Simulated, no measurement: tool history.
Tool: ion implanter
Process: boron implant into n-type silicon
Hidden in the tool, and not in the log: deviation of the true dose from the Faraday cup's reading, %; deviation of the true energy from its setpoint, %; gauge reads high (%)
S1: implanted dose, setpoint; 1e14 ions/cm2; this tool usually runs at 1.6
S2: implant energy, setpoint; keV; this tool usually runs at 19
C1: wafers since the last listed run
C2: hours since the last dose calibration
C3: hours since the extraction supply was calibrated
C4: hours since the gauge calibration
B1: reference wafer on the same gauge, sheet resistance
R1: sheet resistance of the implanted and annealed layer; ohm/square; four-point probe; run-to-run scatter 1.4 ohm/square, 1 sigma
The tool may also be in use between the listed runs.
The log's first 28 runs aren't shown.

run,hour,S1,S2,C1,C2,C3,C4,B1,R1
29,2008.6,2.03,25,1202,722.2,282.2,557.7,559.69,420.84
30,2060.1,1.33,15.5,1019,773.7,333.7,609.2,559.85,630.8
31,2111.3,1.96,12.5,1014,824.9,384.9,660.4,559.93,473.73
32,2215.5,1.92,25.5,2063,929.1,489.1,764.6,559.68,442.41
# hour 2294.7: Faraday cup replaced and dose calibrated
33,2295.2,2.04,25.5,1420,0.5,568.8,844.3,560.2,418.91
34,2379.6,1.79,14.5,1671,84.9,653.2,928.7,560.57,500.35
35,2459.9,1.42,14,1590,165.2,733.5,1009,560.16,606.1
36,2542.8,1.2,14,1641,248.1,816.4,1091.9,559.69,695.6

Forecast each of these 5 alternatives for the next run:
A,2543.2,1.6,19,7,248.5,816.8,1092.3,?,?
B,2543.2,2.03,19,7,248.5,816.8,1092.3,?,?
C,2543.2,1.73,19,7,248.5,816.8,1092.3,?,?
D,2543.2,1.81,13,7,248.5,816.8,1092.3,?,?
E,2543.2,1.36,19,7,248.5,816.8,1092.3,?,?

run,B1,R1
A,559.43,530.89
B,559.43,438.06
C,559.43,498.58
D,559.43,505.32
E,559.43,604.15
With no hidden state in the tool, these same runs would have given:
run,R1
A,530.89
B,438.06
C,498.58
D,505.32
E,604.15

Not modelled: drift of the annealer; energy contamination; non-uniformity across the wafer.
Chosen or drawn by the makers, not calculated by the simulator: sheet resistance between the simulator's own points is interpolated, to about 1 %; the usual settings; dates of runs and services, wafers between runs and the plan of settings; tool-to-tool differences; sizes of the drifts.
